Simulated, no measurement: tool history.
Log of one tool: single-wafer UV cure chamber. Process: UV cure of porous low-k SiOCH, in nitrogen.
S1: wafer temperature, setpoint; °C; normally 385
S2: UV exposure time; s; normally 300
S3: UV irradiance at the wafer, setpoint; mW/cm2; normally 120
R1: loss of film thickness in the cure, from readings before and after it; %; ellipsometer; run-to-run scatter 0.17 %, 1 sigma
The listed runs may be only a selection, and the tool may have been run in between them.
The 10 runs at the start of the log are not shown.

run 11 hour=360.4 | S1=376 S2=300 S3=120 | R1=12.826
run 12 hour=386.1 | S1=398 S2=300 S3=120 | R1=13.103
run 13 hour=418.7 | S1=385 S2=300 S3=120 | R1=13.012
run 14 hour=438.2 | S1=385 S2=300 S3=120 | R1=12.679
run 15 hour=457.9 | S1=385 S2=300 S3=120 | R1=12.803
run 16 hour=482.4 | S1=385 S2=300 S3=97 | R1=11.949
run 17 hour=512.6 | S1=385 S2=300 S3=97 | R1=11.887
run 18 hour=530.4 | S1=368 S2=300 S3=108 | R1=11.685
run 19 hour=560.5 | S1=366 S2=300 S3=147 | R1=13.103
run 20 hour=579.8 | S1=385 S2=300 S3=120 | R1=12.527
-- hour=596.7 UV bulbs replaced
run 21 hour=606.6 | S1=385 S2=215 S3=105 | R1=12.666
run 22 hour=639.8 | S1=385 S2=300 S3=120 | R1=14.971
run 23 hour=673.1 | S1=372 S2=300 S3=120 | R1=14.667
run 24 hour=696.3 | S1=369 S2=240 S3=152 | R1=14.322
run 25 hour=720 | S1=390 S2=210 S3=120 | R1=13.088
run 26 hour=745 | S1=400 S2=355 S3=107 | R1=15.537
run 27 hour=759.9 | S1=385 S2=300 S3=99 | R1=13.623
-- hour=789.4 quartz window cleaned
run 28 hour=789.9 | S1=385 S2=300 S3=120 | R1=15.401
run 29 hour=806.9 | S1=371 S2=165 S3=80 | R1=10.018
run 30 hour=829.1 | S1=376 S2=300 S3=120 | R1=14.695
run 31 hour=850.5 | S1=377 S2=125 S3=132 | R1=11.143
run 32 hour=864.1 | S1=385 S2=195 S3=120 | R1=12.944
run 33 hour=883.6 | S1=385 S2=300 S3=120 | R1=15.073
run 34 hour=902.2 | S1=385 S2=465 S3=120 | R1=17.158
run 35 hour=917.1 | S1=385 S2=300 S3=120 | R1=14.842

What if the next run were any one of these 3? Each begins from the tool's condition after run 35:
run A hour=917.6 | S1=385 S2=300 S3=120 | R1=?
run B hour=917.6 | S1=380 S2=400 S3=104 | R1=?
run C hour=917.6 | S1=375 S2=300 S3=85 | R1=?

run=A R1=14.925
run=B R1=15.57
run=C R1=12.966
Had the tool no hidden state, the same runs would have come out as:
run=A R1=15.871
run=B R1=16.523
run=C R1=13.881
